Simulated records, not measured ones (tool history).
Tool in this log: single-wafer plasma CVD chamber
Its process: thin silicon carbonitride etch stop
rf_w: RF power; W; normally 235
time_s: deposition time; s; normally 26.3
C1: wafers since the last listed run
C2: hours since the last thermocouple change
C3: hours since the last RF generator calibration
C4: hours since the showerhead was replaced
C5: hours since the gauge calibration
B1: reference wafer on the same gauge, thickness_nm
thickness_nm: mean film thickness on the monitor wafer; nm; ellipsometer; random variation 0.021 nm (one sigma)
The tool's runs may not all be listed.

Run 1, hour 0: usual settings; C1 0; C2 2286.8; C3 1916.4; C4 2251.1; C5 29.9; B1 16.001. Result: thickness_nm 13.751 nm.
Run 2, hour 13.6: usual settings; C1 308; C2 2300.4; C3 1930; C4 2264.7; C5 43.5; B1 15.997. Result: thickness_nm 13.76 nm.
Run 3, hour 36.6: usual settings; C1 521; C2 2323.4; C3 1953; C4 2287.7; C5 66.5; B1 15.998. Result: thickness_nm 13.7 nm.
Run 4, hour 68.3: usual settings; C1 718; C2 2355.1; C3 1984.7; C4 2319.4; C5 98.2; B1 15.995. Result: thickness_nm 13.738 nm.
Run 5, hour 90.8: usual settings; C1 510; C2 2377.6; C3 2007.2; C4 2341.9; C5 120.7; B1 16.001. Result: thickness_nm 13.768 nm.
Run 6, hour 112.2: usual settings; C1 485; C2 2399; C3 2028.6; C4 2363.3; C5 142.1; B1 16.001. Result: thickness_nm 13.747 nm.
Run 7, hour 133.2: usual settings; C1 476; C2 2420; C3 2049.6; C4 2384.3; C5 163.1; B1 16.002. Result: thickness_nm 13.69 nm.
Run 8, hour 162.3: usual settings; C1 659; C2 2449.1; C3 2078.7; C4 2413.4; C5 192.2; B1 15.997. Result: thickness_nm 13.718 nm.
Run 9, hour 195.1: usual settings but time_s 22.3 s; C1 743; C2 2481.9; C3 2111.5; C4 2446.2; C5 225; B1 16.003. Result: thickness_nm 11.625 nm.
Run 10, hour 216.9: usual settings but rf_w 205 W, time_s 21.1 s; C1 494; C2 2503.7; C3 2133.3; C4 2468; C5 246.8; B1 16.001. Result: thickness_nm 10.418 nm.
At hour 245.6: RF generator calibrated.
Run 11, hour 268.4: usual settings but rf_w 275 W; C1 986; C2 2555.2; C3 22.8; C4 2519.5; C5 298.3; B1 15.997. Result: thickness_nm 14.993 nm.
Run 12, hour 286.2: usual settings but time_s 30.1 s; C1 403; C2 2573; C3 40.6; C4 2537.3; C5 316.1; B1 16.004. Result: thickness_nm 16.253 nm.
Run 13, hour 306.1: usual settings but rf_w 210 W, time_s 28.5 s; C1 451; C2 2592.9; C3 60.5; C4 2557.2; C5 336; B1 16. Result: thickness_nm 14.694 nm.
At hour 321.8: showerhead replaced.
At hour 331.3: thermocouple changed; heater temperature recalibrated.
Run 14, hour 333: usual settings but rf_w 265 W, time_s 24.1 s; C1 247; C2 1.7; C3 87.4; C4 11.2; C5 362.9; B1 15.998. Result: thickness_nm 13.563 nm.
Run 15, hour 356.9: usual settings but rf_w 245 W, time_s 24.5 s; C1 541; C2 25.6; C3 111.3; C4 35.1; C5 386.8; B1 16. Result: thickness_nm 13.381 nm.
At hour 362.2: gauge calibrated.
Run 16, hour 369.6: usual settings; C1 287; C2 38.3; C3 124; C4 47.8; C5 7.4; B1 15.998. Result: thickness_nm 14.141 nm.
Run 17, hour 384.5: usual settings but time_s 24.1 s; C1 337; C2 53.2; C3 138.9; C4 62.7; C5 22.3; B1 16.003. Result: thickness_nm 12.926 nm.
Run 18, hour 461.6: usual settings but time_s 22.3 s; C1 1747; C2 130.3; C3 216; C4 139.8; C5 99.4; B1 16.005. Result: thickness_nm 11.998 nm.
Run 19, hour 477.9: usual settings but time_s 28.5 s; C1 369; C2 146.6; C3 232.3; C4 156.1; C5 115.7; B1 15.994. Result: thickness_nm 15.342 nm.

Hidden state or all else? Some run-to-run changes of thickness_nm, split into what the settings, what came in and random variation would give without the hidden state, and what is left for the hidden state (with any gauge scatter that isn't in both results):
The tool's hidden condition here consists of: wafer temperature above the value expected at the setpoint (K); delivered RF power above the setpoint (%); gauge reads high (%).
Run 10 -> 11: rf_w 205 -> 275, time_s 21.1 -> 26.3, RF generator calibrated. thickness_nm +4.575 nm: hidden state +0.334, all else +4.241.
